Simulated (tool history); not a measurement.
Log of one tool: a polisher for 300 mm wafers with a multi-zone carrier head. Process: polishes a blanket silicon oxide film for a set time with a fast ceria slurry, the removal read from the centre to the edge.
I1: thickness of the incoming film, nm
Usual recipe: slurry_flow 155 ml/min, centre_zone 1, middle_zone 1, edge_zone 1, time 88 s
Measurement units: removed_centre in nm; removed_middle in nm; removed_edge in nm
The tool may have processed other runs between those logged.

{"run": 1, "day": 0.0, "slurry_flow": 155, "centre_zone": 1, "middle_zone": 1, "edge_zone": 1, "time": 88, "I1": 3565.4, "removed_centre": 761.3, "removed_middle": 678.4, "removed_edge": 696}
{"run": 2, "day": 3.104, "slurry_flow": 155, "centre_zone": 0.93, "middle_zone": 1.08, "edge_zone": 1, "time": 88, "I1": 3608.4, "removed_centre": 700.7, "removed_middle": 732.2, "removed_edge": 693.5}
{"run": 3, "day": 5.046, "slurry_flow": 115, "centre_zone": 1.08, "middle_zone": 1, "edge_zone": 1, "time": 88, "I1": 3585.1, "removed_centre": 798.2, "removed_middle": 663.7, "removed_edge": 676.3}
{"run": 4, "day": 9.138, "slurry_flow": 155, "centre_zone": 1, "middle_zone": 1, "edge_zone": 0.92, "time": 88, "I1": 3617.9, "removed_centre": 772.9, "removed_middle": 683.4, "removed_edge": 677}
{"run": 5, "day": 10.992, "slurry_flow": 110, "centre_zone": 1, "middle_zone": 1, "edge_zone": 1, "time": 88, "I1": 3557.1, "removed_centre": 725.3, "removed_middle": 661.2, "removed_edge": 684.9}
{"run": 6, "day": 13.912, "slurry_flow": 155, "centre_zone": 1.12, "middle_zone": 1, "edge_zone": 0.89, "time": 80, "I1": 3564.4, "removed_centre": 775.4, "removed_middle": 632.4, "removed_edge": 618.3}
{"run": 7, "day": 16.904, "slurry_flow": 125, "centre_zone": 1.1, "middle_zone": 1.11, "edge_zone": 1, "time": 61, "I1": 3616.8, "removed_centre": 570.3, "removed_middle": 500.5, "removed_edge": 471.1}
{"run": 8, "day": 20.008, "slurry_flow": 155, "centre_zone": 1, "middle_zone": 1, "edge_zone": 1, "time": 88, "I1": 3625.5, "removed_centre": 765.8, "removed_middle": 695.3, "removed_edge": 700.3}
{"run": 9, "day": 23.467, "slurry_flow": 155, "centre_zone": 1.1, "middle_zone": 1, "edge_zone": 1, "time": 113, "I1": 3567.6, "removed_centre": 1090.2, "removed_middle": 896.2, "removed_edge": 893.8}
{"run": 10, "day": 26.658, "slurry_flow": 125, "centre_zone": 0.9, "middle_zone": 1, "edge_zone": 1.11, "time": 61, "I1": 3581.3, "removed_centre": 464.4, "removed_middle": 454.9, "removed_edge": 488.5}
{"run": 11, "day": 30.592, "slurry_flow": 155, "centre_zone": 1.11, "middle_zone": 1, "edge_zone": 1, "time": 88, "I1": 3618.6, "removed_centre": 762.5, "removed_middle": 693.5, "removed_edge": 688.7}
{"run": 12, "day": 33.583, "slurry_flow": 155, "centre_zone": 1, "middle_zone": 1, "edge_zone": 1, "time": 88, "I1": 3573.4, "removed_centre": 672.9, "removed_middle": 688.1, "removed_edge": 698.2}
{"run": 13, "day": 37.308, "slurry_flow": 155, "centre_zone": 1, "middle_zone": 1, "edge_zone": 1, "time": 88, "I1": 3601.8, "removed_centre": 688.1, "removed_middle": 691.9, "removed_edge": 676.1}
{"run": 14, "day": 41.312, "slurry_flow": 155, "centre_zone": 1, "middle_zone": 0.93, "edge_zone": 1, "time": 99, "I1": 3607.8, "removed_centre": 777.1, "removed_middle": 742.3, "removed_edge": 776.3}
{"run": 15, "day": 43.096, "slurry_flow": 175, "centre_zone": 1, "middle_zone": 1.09, "edge_zone": 1, "time": 88, "I1": 3586, "removed_centre": 696.6, "removed_middle": 755.2, "removed_edge": 703.4}
{"run": 16, "day": 54.338, "slurry_flow": 155, "centre_zone": 1, "middle_zone": 1, "edge_zone": 1, "time": 88, "I1": 3598.2, "removed_centre": 691.1, "removed_middle": 687.4, "removed_edge": 690.4}
{"run": 17, "day": 57.95, "slurry_flow": 155, "centre_zone": 1, "middle_zone": 1, "edge_zone": 0.89, "time": 116, "I1": 3613.9, "removed_centre": 936.8, "removed_middle": 895.7, "removed_edge": 898.2}
{"run": 18, "day": 60.688, "slurry_flow": 175, "centre_zone": 1, "middle_zone": 1, "edge_zone": 1, "time": 88, "I1": 3559.4, "removed_centre": 723.1, "removed_middle": 707.9, "removed_edge": 708.6}
{"run": 19, "day": 63.254, "slurry_flow": 200, "centre_zone": 1, "middle_zone": 1.12, "edge_zone": 1.07, "time": 88, "I1": 3567.8, "removed_centre": 722.7, "removed_middle": 789.7, "removed_edge": 724.5}
{"run": 20, "day": 66.638, "slurry_flow": 205, "centre_zone": 1.06, "middle_zone": 1, "edge_zone": 1, "time": 88, "I1": 3647.4, "removed_centre": 743.1, "removed_middle": 707.9, "removed_edge": 728}
{"run": 21, "day": 69.392, "slurry_flow": 200, "centre_zone": 1, "middle_zone": 1, "edge_zone": 1.04, "time": 88, "I1": 3602.8, "removed_centre": 698.5, "removed_middle": 690.2, "removed_edge": 708.4}

Taken out of this log: 9 entries between the listed runs. Where each belongs, and how the hidden state differs across it:
From run 1 to run 2: slurry nozzle cleaned (day 0.946)
  deviation of the centre zone's pressure from its setpoint, %: 12 -> 12.8
  measured less the result without the state, removed_centre: +80.9 -> +79.4 nm
From run 5 to run 6: carrier head's membrane replaced by a new one (day 11.488)
  deviation of the centre zone's pressure from its setpoint, %: 14.2 -> 14.6
  measured less the result without the state, removed_centre: +89.7 -> +97.2 nm
From run 8 to run 9: worn pad replaced by a new one (day 20.567)
  deviation of the centre zone's pressure from its setpoint, %: 15.1 -> 15.4
  measured less the result without the state, removed_centre: +100 -> +143.2 nm
From run 9 to run 10: slurry nozzle cleaned (day 25.525)
  deviation of the centre zone's pressure from its setpoint, %: 15.4 -> 15.5
  measured less the result without the state, removed_centre: +143.2 -> +62.5 nm
From run 10 to run 11: centre zone pressure recalibrated, repeated, since the last time left the tool worse (day 28.379)
  deviation of the centre zone's pressure from its setpoint, %: 15.5 -> 0.724
  measured less the result without the state, removed_centre: +62.5 -> +5.4 nm
From run 15 to run 16: edge zone pressure recalibrated (day 45.192); worn pad replaced by a new one (day 48.088); slurry nozzle cleaned (day 49.812)
  deviation of the centre zone's pressure from its setpoint, %: 3.55 -> 4.64
  measured less the result without the state, removed_centre: +23.7 -> +30.4 nm
From run 19 to run 20: centre zone pressure recalibrated (day 65.7)
  deviation of the centre zone's pressure from its setpoint, %: 5.06 -> 0.0878
  measured less the result without the state, removed_centre: +34.5 -> +0.6 nm

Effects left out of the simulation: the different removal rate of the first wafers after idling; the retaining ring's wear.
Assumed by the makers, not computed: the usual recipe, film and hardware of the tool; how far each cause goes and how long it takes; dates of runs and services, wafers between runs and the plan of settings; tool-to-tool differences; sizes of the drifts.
